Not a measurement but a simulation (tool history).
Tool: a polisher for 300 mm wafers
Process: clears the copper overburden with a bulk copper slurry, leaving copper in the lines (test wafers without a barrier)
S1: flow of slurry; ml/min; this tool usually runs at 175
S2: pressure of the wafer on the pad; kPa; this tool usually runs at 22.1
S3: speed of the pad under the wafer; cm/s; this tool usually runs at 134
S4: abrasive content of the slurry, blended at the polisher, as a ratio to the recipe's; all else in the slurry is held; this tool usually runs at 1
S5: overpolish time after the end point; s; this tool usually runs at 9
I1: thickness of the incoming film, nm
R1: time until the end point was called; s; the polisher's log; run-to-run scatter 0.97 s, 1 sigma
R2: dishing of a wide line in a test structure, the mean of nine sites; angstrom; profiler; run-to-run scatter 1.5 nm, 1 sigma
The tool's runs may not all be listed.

| run | hour | S1 | S2 | S3 | S4 | S5 | I1 | R1 | R2 |
|---|---|---|---|---|---|---|---|---|---|
| 1 | 0 | 175 | 22.1 | 134 | 1 | 9 | 691.7 | 55.4 | 728 |
|  | 37.4 | slurry nozzle cleaned |
| 2 | 98.9 | 175 | 22.1 | 134 | 1 | 9 | 689.3 | 54.5 | 715 |
|  | 160.6 | slurry blender recalibrated |
| 3 | 179.5 | 175 | 22.1 | 134 | 1 | 9 | 679.9 | 54.2 | 705 |
|  | 196.2 | worn pad replaced by a new one |
| 4 | 219.1 | 175 | 22.1 | 134 | 1 | 7 | 693.1 | 56.2 | 557 |
|  | 248.9 | head pressure recalibrated |
| 5 | 366.3 | 175 | 22.1 | 134 | 1 | 9 | 683.4 | 59.9 | 685 |
| 6 | 405.2 | 175 | 22.1 | 134 | 1 | 9 | 677.4 | 57.8 | 691 |
| 7 | 499.1 | 175 | 22.1 | 152 | 1.1 | 9 | 687.7 | 50.8 | 766 |
| 8 | 590.4 | 175 | 22.1 | 158 | 1 | 9 | 683 | 49.7 | 784 |
|  | 623.5 | slurry nozzle cleaned |
| 9 | 689.3 | 175 | 22.1 | 158 | 1 | 9 | 696.8 | 53 | 744 |
|  | 714.4 | slurry blender recalibrated |
| 10 | 765.2 | 175 | 22.1 | 158 | 1 | 9 | 693.7 | 52.7 | 717 |
| 11 | 821.7 | 175 | 15.9 | 134 | 0.9 | 9 | 684.5 | 75.1 | 526 |
|  | 870.5 | head pressure recalibrated |
|  | 873.9 | worn pad replaced by a new one, repeated, since the last time left the tool worse |
| 12 | 897.3 | 175 | 15.9 | 134 | 0.9 | 9 | 689.2 | 66.4 | 616 |
| 13 | 971.6 | 125 | 22.1 | 134 | 1 | 9 | 688.6 | 57.5 | 711 |
| 14 | 1042.2 | 175 | 22.1 | 158 | 1 | 12 | 682.7 | 44.1 | 997 |
|  | 1180.7 | slurry nozzle cleaned |
| 15 | 1181.2 | 195 | 17.9 | 134 | 1 | 9 | 703.2 | 59.5 | 656 |
| 16 | 1251.9 | 175 | 22.1 | 134 | 1 | 9 | 683.4 | 54.1 | 739 |
|  | 1308 | slurry blender recalibrated |
| 17 | 1342.3 | 175 | 29 | 162 | 1 | 5 | 704.6 | 38.4 | 582 |
| 18 | 1379.2 | 175 | 26.2 | 134 | 1 | 9 | 686 | 47.8 | 794 |
|  | 1439.3 | head pressure recalibrated |
|  | 1448.6 | worn pad replaced by a new one |
| 19 | 1468.8 | 145 | 22.1 | 134 | 0.8 | 4 | 688 | 58.8 | 355 |
| 20 | 1548.1 | 150 | 22.1 | 134 | 1 | 9 | 698.3 | 56.1 | 683 |
|  | 1796.2 | slurry nozzle cleaned |
| 21 | 1861 | 175 | 22.1 | 174 | 1 | 9 | 697.1 | 42.9 | 860 |

Expected results for the next run?
|  | 1871.2 | slurry blender recalibrated |
| 22 | 1899.5 | 150 | 24.8 | 150 | 0.75 | 9 | 689.2 | ? | ? |

{"run 22": {"R1": 53.4, "R2": 761}}
The same run, on a tool lacking any hidden state, would have yielded R1 50.4 s, R2 794 angstrom.
